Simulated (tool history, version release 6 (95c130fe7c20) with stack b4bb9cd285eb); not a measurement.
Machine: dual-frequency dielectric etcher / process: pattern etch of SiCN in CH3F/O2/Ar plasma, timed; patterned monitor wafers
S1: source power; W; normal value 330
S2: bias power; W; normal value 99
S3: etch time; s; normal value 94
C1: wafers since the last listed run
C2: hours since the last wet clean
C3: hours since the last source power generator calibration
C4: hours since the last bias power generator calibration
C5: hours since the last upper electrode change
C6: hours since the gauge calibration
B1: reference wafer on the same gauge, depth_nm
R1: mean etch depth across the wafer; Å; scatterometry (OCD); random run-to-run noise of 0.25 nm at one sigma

| run | hour | S1 | S2 | S3 | C1 | C2 | C3 | C4 | C5 | C6 | B1 | R1 |
|---|---|---|---|---|---|---|---|---|---|---|---|---|
| 1 | 0 | 330 | 99 | 94 | 0 | 303.3 | 2838.6 | 3672 | 4395.4 | 196.5 | 45.13 | 375.6 |
| 2 | 25.7 | 330 | 99 | 94 | 187 | 329 | 2864.3 | 3697.7 | 4421.1 | 222.2 | 45.08 | 374.4 |
| 3 | 41.3 | 330 | 99 | 94 | 113 | 344.6 | 2879.9 | 3713.3 | 4436.7 | 237.8 | 44.94 | 375.9 |
| 4 | 60.1 | 330 | 99 | 94 | 137 | 363.4 | 2898.7 | 3732.1 | 4455.5 | 256.6 | 45.1 | 372.7 |
| 5 | 88.2 | 290 | 99 | 94 | 205 | 391.5 | 2926.8 | 3760.2 | 4483.6 | 284.7 | 45.06 | 348.4 |
| 6 | 105.5 | 290 | 99 | 94 | 126 | 408.8 | 2944.1 | 3777.5 | 4500.9 | 302 | 45.18 | 353.3 |
| 7 | 137.9 | 330 | 99 | 94 | 236 | 441.2 | 2976.5 | 3809.9 | 4533.3 | 334.4 | 45.3 | 373.2 |
| 8 | 167.1 | 330 | 99 | 94 | 213 | 470.4 | 3005.7 | 3839.1 | 4562.5 | 363.6 | 45.12 | 372.5 |
|  | 202.3 | source power generator calibrated |
|  | 205 | wet clean of the chamber |
| 9 | 205.5 | 330 | 99 | 94 | 231 | 0.5 | 3.2 | 3877.5 | 4600.9 | 402 | 45.16 | 385.1 |
| 10 | 212.8 | 330 | 99 | 94 | 53 | 7.8 | 10.5 | 3884.8 | 4608.2 | 409.3 | 45.17 | 384.6 |
|  | 241.9 | upper electrode replaced |
| 11 | 242.5 | 330 | 99 | 100 | 41 | 37.5 | 40.2 | 3914.5 | 0.6 | 439 | 45.16 | 409.9 |
| 12 | 272.9 | 330 | 99 | 100 | 222 | 67.9 | 70.6 | 3944.9 | 31 | 469.4 | 45.03 | 407.4 |
|  | 277.8 | bias power generator calibrated |
|  | 293.7 | gauge calibrated |
| 13 | 308.3 | 330 | 99 | 94 | 229 | 103.3 | 106 | 30.5 | 66.4 | 14.6 | 44.98 | 378.9 |
| 14 | 323.2 | 330 | 99 | 94 | 108 | 118.2 | 120.9 | 45.4 | 81.3 | 29.5 | 45.03 | 381.2 |
| 15 | 345.8 | 370 | 113 | 120.5 | 165 | 140.8 | 143.5 | 68 | 103.9 | 52.1 | 45.12 | 530.5 |
| 16 | 376.2 | 330 | 99 | 94 | 222 | 171.2 | 173.9 | 98.4 | 134.3 | 82.5 | 45.11 | 379.9 |
| 17 | 396.1 | 280 | 114 | 66.5 | 145 | 191.1 | 193.8 | 118.3 | 154.2 | 102.4 | 45.09 | 259.4 |
| 18 | 427.2 | 390 | 117 | 77 | 227 | 222.2 | 224.9 | 149.4 | 185.3 | 133.5 | 45.08 | 347 |
| 19 | 461.2 | 330 | 99 | 94 | 248 | 256.2 | 258.9 | 183.4 | 219.3 | 167.5 | 44.98 | 376.9 |
| 20 | 490.2 | 360 | 87 | 94 | 211 | 285.2 | 287.9 | 212.4 | 248.3 | 196.5 | 44.97 | 381.9 |
| 21 | 522.6 | 360 | 78 | 116.5 | 236 | 317.6 | 320.3 | 244.8 | 280.7 | 228.9 | 45.01 | 462.1 |
| 22 | 538.2 | 350 | 99 | 94 | 113 | 333.2 | 335.9 | 260.4 | 296.3 | 244.5 | 45.17 | 387.5 |
| 23 | 559.5 | 410 | 99 | 108.5 | 155 | 354.5 | 357.2 | 281.7 | 317.6 | 265.8 | 45.09 | 480.1 |
| 24 | 581.4 | 390 | 99 | 94 | 160 | 376.4 | 379.1 | 303.6 | 339.5 | 287.7 | 45.16 | 405.4 |

4 options for the next run, each taken on its own from the tool as it stands now. Forecast them:
| A | 581.8 | 330 | 99 | 94 | 2 | 376.8 | 379.5 | 304 | 339.9 | 288.1 | ? | ? |
| B | 581.8 | 360 | 83 | 85.5 | 2 | 376.8 | 379.5 | 304 | 339.9 | 288.1 | ? | ? |
| C | 581.8 | 330 | 87 | 94 | 2 | 376.8 | 379.5 | 304 | 339.9 | 288.1 | ? | ? |
| D | 581.8 | 360 | 83 | 104.5 | 2 | 376.8 | 379.5 | 304 | 339.9 | 288.1 | ? | ? |

| run | B1 | R1 |
|---|---|---|
| A | 45.25 | 375.3 |
| B | 45.25 | 341.3 |
| C | 45.25 | 363.3 |
| D | 45.25 | 417.2 |
Without the tool's unlogged condition, the same runs would have read:
| run | R1 |
|---|---|
| A | 388.1 |
| B | 353 |
| C | 375.7 |
| D | 431.5 |

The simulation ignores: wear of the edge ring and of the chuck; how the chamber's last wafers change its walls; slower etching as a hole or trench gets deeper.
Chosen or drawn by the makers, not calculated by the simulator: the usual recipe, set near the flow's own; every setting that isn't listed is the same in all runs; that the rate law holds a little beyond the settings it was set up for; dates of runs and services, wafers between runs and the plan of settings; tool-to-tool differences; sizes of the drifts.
